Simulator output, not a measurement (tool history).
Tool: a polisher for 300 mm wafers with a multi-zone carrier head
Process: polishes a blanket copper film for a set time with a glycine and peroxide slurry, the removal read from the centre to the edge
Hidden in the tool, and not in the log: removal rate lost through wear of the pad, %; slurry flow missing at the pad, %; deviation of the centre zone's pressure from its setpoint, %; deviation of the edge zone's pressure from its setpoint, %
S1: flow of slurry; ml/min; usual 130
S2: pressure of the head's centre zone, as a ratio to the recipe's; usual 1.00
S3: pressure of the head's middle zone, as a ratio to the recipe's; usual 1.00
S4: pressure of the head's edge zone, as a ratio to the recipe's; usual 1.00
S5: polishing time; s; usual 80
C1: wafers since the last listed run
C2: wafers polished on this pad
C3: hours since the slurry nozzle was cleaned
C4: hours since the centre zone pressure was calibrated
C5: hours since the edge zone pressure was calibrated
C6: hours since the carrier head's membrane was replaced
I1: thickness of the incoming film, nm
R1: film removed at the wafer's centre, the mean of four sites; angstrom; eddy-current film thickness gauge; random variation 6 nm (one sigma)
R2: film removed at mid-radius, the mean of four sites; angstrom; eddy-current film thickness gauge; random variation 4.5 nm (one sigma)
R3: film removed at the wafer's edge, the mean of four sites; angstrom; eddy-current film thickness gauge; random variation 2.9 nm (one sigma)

run 1 hour=0.0 | S1=130 S2=1.00 S3=1.00 S4=1.00 S5=80 | C1=0 C2=752 C3=523.4 C4=320.8 C5=533.7 C6=11.4 | I1=1424.8 | R1=5000 R2=4724 R3=4770
-- hour=4.1 edge zone pressure recalibrated
run 2 hour=13.2 | S1=130 S2=1.00 S3=1.00 S4=1.00 S5=80 | C1=131 C2=883 C3=536.6 C4=334.0 C5=9.1 C6=24.6 | I1=1469.2 | R1=5036 R2=4746 R3=4713
run 3 hour=43.2 | S1=130 S2=1.00 S3=1.00 S4=1.00 S5=80 | C1=351 C2=1234 C3=566.6 C4=364.0 C5=39.1 C6=54.6 | I1=1440.4 | R1=5119 R2=4757 R3=4699
run 4 hour=75.8 | S1=130 S2=1.00 S3=1.00 S4=1.00 S5=80 | C1=381 C2=1616 C3=599.2 C4=396.6 C5=71.7 C6=87.2 | I1=1432.0 | R1=5056 R2=4737 R3=4738
run 5 hour=104.4 | S1=130 S2=1.00 S3=1.00 S4=1.00 S5=80 | C1=334 C2=1951 C3=627.8 C4=425.2 C5=100.3 C6=115.8 | I1=1412.5 | R1=4981 R2=4772 R3=4675
-- hour=122.9 worn pad replaced by a new one
-- hour=125.2 slurry nozzle cleaned
run 6 hour=129.0 | S1=130 S2=0.90 S3=0.90 S4=1.06 S5=56 | C1=229 C2=60 C3=3.8 C4=449.8 C5=124.9 C6=140.4 | I1=1461.7 | R1=3162 R2=3026 R3=3378
run 7 hour=163.7 | S1=130 S2=1.00 S3=1.00 S4=1.00 S5=80 | C1=406 C2=466 C3=38.5 C4=484.5 C5=159.6 C6=175.1 | I1=1455.9 | R1=5203 R2=4810 R3=4712
run 8 hour=178.7 | S1=130 S2=1.00 S3=1.00 S4=0.95 S5=72 | C1=175 C2=641 C3=53.5 C4=499.5 C5=174.6 C6=190.1 | I1=1413.1 | R1=4495 R2=4310 R3=4138
run 9 hour=213.5 | S1=140 S2=1.00 S3=1.00 S4=1.00 S5=67 | C1=407 C2=1049 C3=88.3 C4=534.3 C5=209.4 C6=224.9 | I1=1414.7 | R1=4309 R2=4020 R3=3960
run 10 hour=242.4 | S1=130 S2=1.00 S3=1.00 S4=1.00 S5=80 | C1=338 C2=1387 C3=117.2 C4=563.2 C5=238.3 C6=253.8 | I1=1437.1 | R1=5057 R2=4707 R3=4735
run 11 hour=260.2 | S1=130 S2=1.00 S3=1.00 S4=1.00 S5=80 | C1=208 C2=1595 C3=135.0 C4=581.0 C5=256.1 C6=271.6 | I1=1447.5 | R1=5131 R2=4790 R3=4705
run 12 hour=289.5 | S1=130 S2=1.08 S3=1.00 S4=1.10 S5=80 | C1=343 C2=1938 C3=164.3 C4=610.3 C5=285.4 C6=300.9 | I1=1446.2 | R1=5587 R2=4794 R3=4893
run 13 hour=308.5 | S1=130 S2=1.00 S3=1.00 S4=1.00 S5=80 | C1=222 C2=2161 C3=183.3 C4=629.3 C5=304.4 C6=319.9 | I1=1447.0 | R1=5256 R2=4693 R3=4725
-- hour=340.6 worn pad replaced by a new one
run 14 hour=342.6 | S1=130 S2=0.95 S3=1.00 S4=1.00 S5=80 | C1=352 C2=22 C3=217.4 C4=663.4 C5=338.5 C6=354.0 | I1=1459.7 | R1=4861 R2=4736 R3=4726
run 15 hour=375.3 | S1=130 S2=0.94 S3=0.91 S4=1.00 S5=80 | C1=382 C2=405 C3=250.1 C4=696.1 C5=371.2 C6=386.7 | I1=1411.3 | R1=4889 R2=4424 R3=4709
run 16 hour=404.1 | S1=130 S2=1.00 S3=1.00 S4=1.00 S5=87 | C1=337 C2=742 C3=278.9 C4=724.9 C5=400.0 C6=415.5 | I1=1444.2 | R1=5424 R2=5176 R3=5118
-- hour=408.5 centre zone pressure recalibrated
run 17 hour=418.4 | S1=165 S2=1.00 S3=1.05 S4=1.00 S5=70 | C1=143 C2=886 C3=293.2 C4=9.9 C5=414.3 C6=429.8 | I1=1451.8 | R1=4164 R2=4472 R3=4244
run 18 hour=452.0 | S1=170 S2=1.09 S3=1.00 S4=1.00 S5=80 | C1=393 C2=1280 C3=326.8 C4=43.5 C5=447.9 C6=463.4 | I1=1439.1 | R1=5174 R2=4834 R3=4892
run 19 hour=487.0 | S1=130 S2=1.00 S3=1.00 S4=0.90 S5=80 | C1=409 C2=1690 C3=361.8 C4=78.5 C5=482.9 C6=498.4 | I1=1442.4 | R1=4562 R2=4756 R3=4487
run 20 hour=509.0 | S1=130 S2=1.10 S3=0.95 S4=1.00 S5=80 | C1=257 C2=1947 C3=383.8 C4=100.5 C5=504.9 C6=520.4 | I1=1431.4 | R1=5193 R2=4561 R3=4733
-- hour=521.7 edge zone pressure recalibrated
-- hour=531.4 worn pad replaced by a new one
run 21 hour=569.5 | S1=130 S2=1.00 S3=0.90 S4=1.00 S5=80 | C1=638 C2=446 C3=444.3 C4=161.0 C5=47.8 C6=580.9 | I1=1438.6 | R1=4757 R2=4375 R3=4698
run 22 hour=589.7 | S1=130 S2=1.11 S3=1.10 S4=1.00 S5=80 | C1=236 C2=683 C3=464.5 C4=181.2 C5=68.0 C6=601.1 | I1=1438.6 | R1=5336 R2=5105 R3=4744
run 23 hour=692.9 | S1=155 S2=1.00 S3=1.08 S4=1.00 S5=80 | C1=1208 C2=1891 C3=567.7 C4=284.4 C5=171.2 C6=704.3 | I1=1448.7 | R1=5078 R2=5171 R3=4797

What the log doesn't show, run by run:
removal rate lost through wear of the pad, %: 0 in every run
slurry flow missing at the pad, %: 0 in every run
deviation of the edge zone's pressure from its setpoint, %: 0 in every run
H1: deviation of the centre zone's pressure from its setpoint, %
run=1 H1=9.8
run=2 H1=9.97
run=3 H1=10.3
run=4 H1=10.7
run=5 H1=11
run=6 H1=11.2
run=7 H1=11.5
run=8 H1=11.6
run=9 H1=11.8
run=10 H1=11.9
run=11 H1=12
run=12 H1=12.2
run=13 H1=12.2
run=14 H1=12.4
run=15 H1=12.5
run=16 H1=12.6
run=17 H1=-1.01
run=18 H1=0.534
run=19 H1=1.94
run=20 H1=2.72
run=21 H1=4.55
run=22 H1=5.07
run=23 H1=7.14
